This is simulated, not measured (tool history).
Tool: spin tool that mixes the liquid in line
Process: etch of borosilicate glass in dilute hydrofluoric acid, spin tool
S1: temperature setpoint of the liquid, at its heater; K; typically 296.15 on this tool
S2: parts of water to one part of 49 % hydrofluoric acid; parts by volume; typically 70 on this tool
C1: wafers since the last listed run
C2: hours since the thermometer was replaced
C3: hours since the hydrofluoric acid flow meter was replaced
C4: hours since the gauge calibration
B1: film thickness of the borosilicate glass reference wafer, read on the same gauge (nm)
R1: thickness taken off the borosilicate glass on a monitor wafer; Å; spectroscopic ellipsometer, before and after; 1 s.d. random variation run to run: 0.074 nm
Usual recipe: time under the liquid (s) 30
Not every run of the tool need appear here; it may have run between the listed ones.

{"run": 1, "hour": 0.0, "S1": 296.15, "S2": 70, "time under the liquid (s)": 30, "C1": 0, "C2": 1339.2, "C3": 520.5, "C4": 314.3, "B1": 90.04, "R1": 114.6}
{"run": 2, "hour": 87.6, "S1": 296.15, "S2": 70, "time under the liquid (s)": 30, "C1": 856, "C2": 1426.8, "C3": 608.1, "C4": 401.9, "B1": 89.99, "R1": 115.8}
{"run": 3, "hour": 154.5, "S1": 296.15, "S2": 70, "time under the liquid (s)": 30, "C1": 654, "C2": 1493.7, "C3": 675.0, "C4": 468.8, "B1": 90.03, "R1": 113.9}
{"run": 4, "hour": 223.3, "S1": 296.15, "S2": 90, "time under the liquid (s)": 30, "C1": 672, "C2": 1562.5, "C3": 743.8, "C4": 537.6, "B1": 90.01, "R1": 88.4}
{"hour": 242.2, "done": "hydrofluoric acid flow meter replaced"}
{"run": 5, "hour": 317.5, "S1": 296.15, "S2": 70, "time under the liquid (s)": 30, "C1": 911, "C2": 1656.7, "C3": 75.3, "C4": 631.8, "B1": 89.99, "R1": 115.6}
{"run": 6, "hour": 406.9, "S1": 296.15, "S2": 70, "time under the liquid (s)": 30, "C1": 874, "C2": 1746.1, "C3": 164.7, "C4": 721.2, "B1": 89.98, "R1": 116.0}
{"run": 7, "hour": 460.9, "S1": 298.65, "S2": 70, "time under the liquid (s)": 30, "C1": 527, "C2": 1800.1, "C3": 218.7, "C4": 775.2, "B1": 89.97, "R1": 130.3}
{"run": 8, "hour": 521.2, "S1": 298.65, "S2": 70, "time under the liquid (s)": 30, "C1": 589, "C2": 1860.4, "C3": 279.0, "C4": 835.5, "B1": 89.98, "R1": 129.0}
{"run": 9, "hour": 595.8, "S1": 298.65, "S2": 70, "time under the liquid (s)": 30, "C1": 729, "C2": 1935.0, "C3": 353.6, "C4": 910.1, "B1": 90.05, "R1": 131.2}
{"run": 10, "hour": 685.0, "S1": 296.15, "S2": 70, "time under the liquid (s)": 30, "C1": 872, "C2": 2024.2, "C3": 442.8, "C4": 999.3, "B1": 90.01, "R1": 118.1}
{"hour": 732.4, "done": "thermometer replaced"}
{"run": 11, "hour": 778.7, "S1": 296.15, "S2": 70, "time under the liquid (s)": 30, "C1": 906, "C2": 46.3, "C3": 536.5, "C4": 1093.0, "B1": 90.0, "R1": 111.7}
{"run": 12, "hour": 834.1, "S1": 296.15, "S2": 70, "time under the liquid (s)": 30, "C1": 541, "C2": 101.7, "C3": 591.9, "C4": 1148.4, "B1": 90.02, "R1": 112.5}
{"hour": 839.5, "done": "hydrofluoric acid flow meter replaced"}
{"run": 13, "hour": 876.6, "S1": 296.15, "S2": 70, "time under the liquid (s)": 30, "C1": 405, "C2": 144.2, "C3": 37.1, "C4": 1190.9, "B1": 90.0, "R1": 112.0}
{"run": 14, "hour": 963.7, "S1": 296.15, "S2": 70, "time under the liquid (s)": 30, "C1": 851, "C2": 231.3, "C3": 124.2, "C4": 1278.0, "B1": 89.97, "R1": 112.3}
{"run": 15, "hour": 1024.2, "S1": 296.15, "S2": 70, "time under the liquid (s)": 30, "C1": 591, "C2": 291.8, "C3": 184.7, "C4": 1338.5, "B1": 89.95, "R1": 112.3}
{"hour": 1029.8, "done": "gauge calibrated"}
{"run": 16, "hour": 1124.7, "S1": 296.15, "S2": 70, "time under the liquid (s)": 30, "C1": 982, "C2": 392.3, "C3": 285.2, "C4": 94.9, "B1": 90.05, "R1": 113.2}
{"run": 17, "hour": 1218.4, "S1": 296.15, "S2": 70, "time under the liquid (s)": 30, "C1": 916, "C2": 486.0, "C3": 378.9, "C4": 188.6, "B1": 90.01, "R1": 113.1}
{"run": 18, "hour": 1304.2, "S1": 296.15, "S2": 85, "time under the liquid (s)": 15, "C1": 838, "C2": 571.8, "C3": 464.7, "C4": 274.4, "B1": 90.05, "R1": 45.6}
{"run": 19, "hour": 1437.8, "S1": 296.15, "S2": 105, "time under the liquid (s)": 30, "C1": 1306, "C2": 705.4, "C3": 598.3, "C4": 408.0, "B1": 89.99, "R1": 73.0}
{"run": 20, "hour": 1485.2, "S1": 296.15, "S2": 70, "time under the liquid (s)": 30, "C1": 463, "C2": 752.8, "C3": 645.7, "C4": 455.4, "B1": 89.98, "R1": 115.9}
{"hour": 1503.9, "done": "hydrofluoric acid flow meter replaced"}
{"run": 21, "hour": 1531.3, "S1": 299.15, "S2": 70, "time under the liquid (s)": 20, "C1": 440, "C2": 798.9, "C3": 27.4, "C4": 501.5, "B1": 90.01, "R1": 86.6}
{"run": 22, "hour": 1618.3, "S1": 296.15, "S2": 95, "time under the liquid (s)": 30, "C1": 850, "C2": 885.9, "C3": 114.4, "C4": 588.5, "B1": 90.03, "R1": 82.4}
{"run": 23, "hour": 1655.2, "S1": 298.15, "S2": 80, "time under the liquid (s)": 45, "C1": 360, "C2": 922.8, "C3": 151.3, "C4": 625.4, "B1": 90.02, "R1": 160.6}
{"run": 24, "hour": 1749.2, "S1": 296.15, "S2": 70, "time under the liquid (s)": 30, "C1": 918, "C2": 1016.8, "C3": 245.3, "C4": 719.4, "B1": 90.01, "R1": 115.7}
{"run": 25, "hour": 1785.6, "S1": 296.15, "S2": 60, "time under the liquid (s)": 30, "C1": 355, "C2": 1053.2, "C3": 281.7, "C4": 755.8, "B1": 90.03, "R1": 134.6}
{"run": 26, "hour": 1840.3, "S1": 296.15, "S2": 70, "time under the liquid (s)": 30, "C1": 534, "C2": 1107.9, "C3": 336.4, "C4": 810.5, "B1": 89.97, "R1": 115.6}
{"run": 27, "hour": 1880.1, "S1": 299.15, "S2": 70, "time under the liquid (s)": 30, "C1": 389, "C2": 1147.7, "C3": 376.2, "C4": 850.3, "B1": 90.01, "R1": 130.2}
{"run": 28, "hour": 1969.4, "S1": 296.15, "S2": 85, "time under the liquid (s)": 15, "C1": 873, "C2": 1237.0, "C3": 465.5, "C4": 939.6, "B1": 90.0, "R1": 46.2}
{"run": 29, "hour": 2021.2, "S1": 300.15, "S2": 70, "time under the liquid (s)": 45, "C1": 506, "C2": 1288.8, "C3": 517.3, "C4": 991.4, "B1": 90.0, "R1": 204.8}
{"run": 30, "hour": 2077.7, "S1": 296.15, "S2": 70, "time under the liquid (s)": 30, "C1": 552, "C2": 1345.3, "C3": 573.8, "C4": 1047.9, "B1": 89.97, "R1": 116.8}
{"run": 31, "hour": 2115.2, "S1": 296.15, "S2": 70, "time under the liquid (s)": 45, "C1": 366, "C2": 1382.8, "C3": 611.3, "C4": 1085.4, "B1": 89.97, "R1": 173.7}
{"hour": 2163.5, "done": "hydrofluoric acid flow meter replaced"}
{"run": 32, "hour": 2187.1, "S1": 298.65, "S2": 70, "time under the liquid (s)": 45, "C1": 693, "C2": 1454.7, "C3": 23.6, "C4": 1157.3, "B1": 89.98, "R1": 192.5}

Forecast each of these 5 alternatives for the next run:
{"run": "A", "hour": 2187.5, "S1": 291.15, "S2": 70, "time under the liquid (s)": 30, "C1": 3, "C2": 1455.1, "C3": 24.0, "C4": 1157.7, "B1": "?", "R1": "?"}
{"run": "B", "hour": 2187.5, "S1": 296.15, "S2": 55, "time under the liquid (s)": 15, "C1": 3, "C2": 1455.1, "C3": 24.0, "C4": 1157.7, "B1": "?", "R1": "?"}
{"run": "C", "hour": 2187.5, "S1": 296.15, "S2": 50, "time under the liquid (s)": 30, "C1": 3, "C2": 1455.1, "C3": 24.0, "C4": 1157.7, "B1": "?", "R1": "?"}
{"run": "D", "hour": 2187.5, "S1": 292.65, "S2": 70, "time under the liquid (s)": 30, "C1": 3, "C2": 1455.1, "C3": 24.0, "C4": 1157.7, "B1": "?", "R1": "?"}
{"run": "E", "hour": 2187.5, "S1": 298.15, "S2": 45, "time under the liquid (s)": 30, "C1": 3, "C2": 1455.1, "C3": 24.0, "C4": 1157.7, "B1": "?", "R1": "?"}

run=A B1=90.03 R1=96.0
run=B B1=90.03 R1=76.6
run=C B1=90.03 R1=169.6
run=D B1=90.03 R1=102.2
run=E B1=90.03 R1=205.8
Had the tool no hidden state, the same runs would have come out as:
run=A R1=90.2
run=B R1=72.1
run=C R1=159.6
run=D R1=96.1
run=E R1=193.9
